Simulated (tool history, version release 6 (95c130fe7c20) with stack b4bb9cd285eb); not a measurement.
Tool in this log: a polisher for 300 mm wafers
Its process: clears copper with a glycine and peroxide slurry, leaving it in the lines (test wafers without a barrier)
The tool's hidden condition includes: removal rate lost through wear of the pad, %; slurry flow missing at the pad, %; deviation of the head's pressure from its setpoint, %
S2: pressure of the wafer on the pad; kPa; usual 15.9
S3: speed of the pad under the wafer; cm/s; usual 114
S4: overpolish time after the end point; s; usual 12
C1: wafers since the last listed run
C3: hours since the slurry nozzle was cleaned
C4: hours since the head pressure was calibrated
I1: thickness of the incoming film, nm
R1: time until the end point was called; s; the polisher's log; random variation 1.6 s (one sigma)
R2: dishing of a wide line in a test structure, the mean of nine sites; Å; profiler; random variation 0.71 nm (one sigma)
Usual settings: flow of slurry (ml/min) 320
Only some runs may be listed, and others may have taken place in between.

{"run": 1, "hour": 0.0, "flow of slurry (ml/min)": 320, "S2": 15.9, "S3": 114, "S4": 12, "C1": 0, "wafers polished on this pad": 200, "C3": 722.2, "C4": 288.1, "I1": 535.1, "R1": 106.6, "R2": 350}
{"run": 2, "hour": 17.6, "flow of slurry (ml/min)": 320, "S2": 15.9, "S3": 114, "S4": 12, "C1": 156, "wafers polished on this pad": 357, "C3": 739.8, "C4": 305.7, "I1": 538.2, "R1": 108.7, "R2": 349}
{"run": 3, "hour": 27.2, "flow of slurry (ml/min)": 320, "S2": 15.9, "S3": 114, "S4": 12, "C1": 85, "wafers polished on this pad": 442, "C3": 749.4, "C4": 315.3, "I1": 529.2, "R1": 105, "R2": 354}
{"run": 4, "hour": 35.4, "flow of slurry (ml/min)": 320, "S2": 15.9, "S3": 114, "S4": 12, "C1": 73, "wafers polished on this pad": 515, "C3": 757.6, "C4": 323.5, "I1": 529.8, "R1": 110.9, "R2": 337}
{"run": 5, "hour": 47.6, "flow of slurry (ml/min)": 320, "S2": 15.9, "S3": 114, "S4": 12, "C1": 108, "wafers polished on this pad": 624, "C3": 769.8, "C4": 335.7, "I1": 539.3, "R1": 108.4, "R2": 341}
{"run": 6, "hour": 62.8, "flow of slurry (ml/min)": 320, "S2": 15.9, "S3": 114, "S4": 12, "C1": 135, "wafers polished on this pad": 759, "C3": 785, "C4": 350.9, "I1": 530.3, "R1": 110, "R2": 357}
{"hour": 76.7, "done": "worn pad replaced by a new one"}
{"run": 7, "hour": 79.0, "flow of slurry (ml/min)": 320, "S2": 15.9, "S3": 114, "S4": 12, "C1": 108, "wafers polished on this pad": 20, "C3": 801.2, "C4": 367.1, "I1": 528.7, "R1": 103.4, "R2": 346}
{"run": 8, "hour": 89.9, "flow of slurry (ml/min)": 320, "S2": 15.9, "S3": 114, "S4": 12, "C1": 97, "wafers polished on this pad": 117, "C3": 812.1, "C4": 378, "I1": 531.1, "R1": 104.8, "R2": 349}
{"run": 9, "hour": 102.1, "flow of slurry (ml/min)": 320, "S2": 15.9, "S3": 114, "S4": 12, "C1": 108, "wafers polished on this pad": 226, "C3": 824.3, "C4": 390.2, "I1": 529.7, "R1": 102.7, "R2": 349}
{"run": 10, "hour": 110.9, "flow of slurry (ml/min)": 320, "S2": 15.9, "S3": 114, "S4": 12, "C1": 78, "wafers polished on this pad": 304, "C3": 833.1, "C4": 399, "I1": 533.3, "R1": 106.4, "R2": 356}
{"run": 11, "hour": 125.6, "flow of slurry (ml/min)": 320, "S2": 19.3, "S3": 114, "S4": 12, "C1": 130, "wafers polished on this pad": 435, "C3": 847.8, "C4": 413.7, "I1": 520.3, "R1": 87.9, "R2": 398}
{"run": 12, "hour": 136.9, "flow of slurry (ml/min)": 320, "S2": 19.3, "S3": 114, "S4": 12, "C1": 100, "wafers polished on this pad": 536, "C3": 859.1, "C4": 425, "I1": 528, "R1": 91.4, "R2": 407}
{"run": 13, "hour": 153.0, "flow of slurry (ml/min)": 320, "S2": 19.3, "S3": 114, "S4": 12, "C1": 143, "wafers polished on this pad": 679, "C3": 875.2, "C4": 441.1, "I1": 526.1, "R1": 89.1, "R2": 378}
{"hour": 165.3, "done": "head pressure recalibrated"}
{"run": 14, "hour": 166.7, "flow of slurry (ml/min)": 320, "S2": 15.9, "S3": 114, "S4": 15, "C1": 104, "wafers polished on this pad": 784, "C3": 888.9, "C4": 1.4, "I1": 528.9, "R1": 119.7, "R2": 389}
{"run": 15, "hour": 174.7, "flow of slurry (ml/min)": 320, "S2": 15.9, "S3": 114, "S4": 15, "C1": 71, "wafers polished on this pad": 855, "C3": 896.9, "C4": 9.4, "I1": 525.6, "R1": 117.8, "R2": 365}
{"hour": 186.9, "done": "worn pad replaced by a new one"}
{"run": 16, "hour": 190.2, "flow of slurry (ml/min)": 320, "S2": 15.9, "S3": 114, "S4": 12, "C1": 102, "wafers polished on this pad": 29, "C3": 912.4, "C4": 24.9, "I1": 523.1, "R1": 109.8, "R2": 331}
{"run": 17, "hour": 206.9, "flow of slurry (ml/min)": 320, "S2": 15.9, "S3": 78, "S4": 8, "C1": 148, "wafers polished on this pad": 178, "C3": 929.1, "C4": 41.6, "I1": 531.9, "R1": 149.9, "R2": 176}
{"run": 18, "hour": 216.0, "flow of slurry (ml/min)": 360, "S2": 15.9, "S3": 92, "S4": 12, "C1": 81, "wafers polished on this pad": 259, "C3": 938.2, "C4": 50.7, "I1": 541.5, "R1": 133.4, "R2": 293}
{"run": 19, "hour": 230.9, "flow of slurry (ml/min)": 320, "S2": 11.7, "S3": 114, "S4": 8, "C1": 132, "wafers polished on this pad": 392, "C3": 953.1, "C4": 65.6, "I1": 525, "R1": 142.4, "R2": 193}
{"run": 20, "hour": 244.2, "flow of slurry (ml/min)": 420, "S2": 11.7, "S3": 138, "S4": 12, "C1": 118, "wafers polished on this pad": 510, "C3": 966.4, "C4": 78.9, "I1": 525.7, "R1": 120.7, "R2": 324}
{"hour": 245.6, "done": "slurry nozzle cleaned"}
{"run": 21, "hour": 256.3, "flow of slurry (ml/min)": 320, "S2": 15.9, "S3": 114, "S4": 12, "C1": 98, "wafers polished on this pad": 609, "C3": 10.7, "C4": 91, "I1": 532.4, "R1": 115.4, "R2": 331}
{"run": 22, "hour": 269.5, "flow of slurry (ml/min)": 320, "S2": 15.9, "S3": 94, "S4": 17, "C1": 117, "wafers polished on this pad": 727, "C3": 23.9, "C4": 104.2, "I1": 540.2, "R1": 136.4, "R2": 390}
{"hour": 304.4, "done": "worn pad replaced by a new one"}
{"run": 23, "hour": 304.9, "flow of slurry (ml/min)": 320, "S2": 15.9, "S3": 114, "S4": 12, "C1": 279, "wafers polished on this pad": 4, "C3": 59.3, "C4": 139.6, "I1": 519.8, "R1": 109.5, "R2": 341}
{"run": 24, "hour": 315.0, "flow of slurry (ml/min)": 320, "S2": 15.9, "S3": 114, "S4": 12, "C1": 89, "wafers polished on this pad": 94, "C3": 69.4, "C4": 149.7, "I1": 531.4, "R1": 109.8, "R2": 344}
{"run": 25, "hour": 331.5, "flow of slurry (ml/min)": 320, "S2": 15.9, "S3": 128, "S4": 16, "C1": 147, "wafers polished on this pad": 241, "C3": 85.9, "C4": 166.2, "I1": 527.6, "R1": 100.2, "R2": 451}
{"run": 26, "hour": 348.3, "flow of slurry (ml/min)": 355, "S2": 20.7, "S3": 114, "S4": 12, "C1": 149, "wafers polished on this pad": 391, "C3": 102.7, "C4": 183, "I1": 524.9, "R1": 88.3, "R2": 409}
{"run": 27, "hour": 362.2, "flow of slurry (ml/min)": 385, "S2": 20, "S3": 130, "S4": 7, "C1": 123, "wafers polished on this pad": 515, "C3": 116.6, "C4": 196.9, "I1": 540, "R1": 82.1, "R2": 274}
{"run": 28, "hour": 379.0, "flow of slurry (ml/min)": 320, "S2": 15.9, "S3": 114, "S4": 12, "C1": 149, "wafers polished on this pad": 665, "C3": 133.4, "C4": 213.7, "I1": 522.8, "R1": 112.3, "R2": 336}
{"run": 29, "hour": 390.9, "flow of slurry (ml/min)": 320, "S2": 15.9, "S3": 114, "S4": 12, "C1": 106, "wafers polished on this pad": 771, "C3": 145.3, "C4": 225.6, "I1": 521, "R1": 113.4, "R2": 321}
{"run": 30, "hour": 401.9, "flow of slurry (ml/min)": 290, "S2": 15.9, "S3": 114, "S4": 8, "C1": 98, "wafers polished on this pad": 869, "C3": 156.3, "C4": 236.6, "I1": 527.3, "R1": 114.6, "R2": 227}
{"run": 31, "hour": 415.4, "flow of slurry (ml/min)": 375, "S2": 15.9, "S3": 114, "S4": 12, "C1": 120, "wafers polished on this pad": 989, "C3": 169.8, "C4": 250.1, "I1": 538.7, "R1": 116.5, "R2": 322}

Here are 4 independent what-if runs from the current tool condition. What would each one return?
{"run": "A", "hour": 415.9, "flow of slurry (ml/min)": 410, "S2": 15.9, "S3": 114, "S4": 12, "C1": 4, "wafers polished on this pad": 993, "C3": 170.3, "C4": 250.6, "I1": 526, "R1": "?", "R2": "?"}
{"run": "B", "hour": 415.9, "flow of slurry (ml/min)": 320, "S2": 15.9, "S3": 90, "S4": 8, "C1": 4, "wafers polished on this pad": 993, "C3": 170.3, "C4": 250.6, "I1": 526, "R1": "?", "R2": "?"}
{"run": "C", "hour": 415.9, "flow of slurry (ml/min)": 320, "S2": 15.9, "S3": 86, "S4": 12, "C1": 4, "wafers polished on this pad": 993, "C3": 170.3, "C4": 250.6, "I1": 526, "R1": "?", "R2": "?"}
{"run": "D", "hour": 415.9, "flow of slurry (ml/min)": 275, "S2": 19.3, "S3": 114, "S4": 12, "C1": 4, "wafers polished on this pad": 993, "C3": 170.3, "C4": 250.6, "I1": 526, "R1": "?", "R2": "?"}

run=A R1=113.9 R2=327
run=B R1=140.5 R2=192
run=C R1=145.6 R2=267
run=D R1=100.9 R2=364
Had the tool no hidden state, the same runs would have come out as:
run=A R1=110.3 R2=335
run=B R1=135.9 R2=198
run=C R1=140.7 R2=275
run=D R1=97.9 R2=372
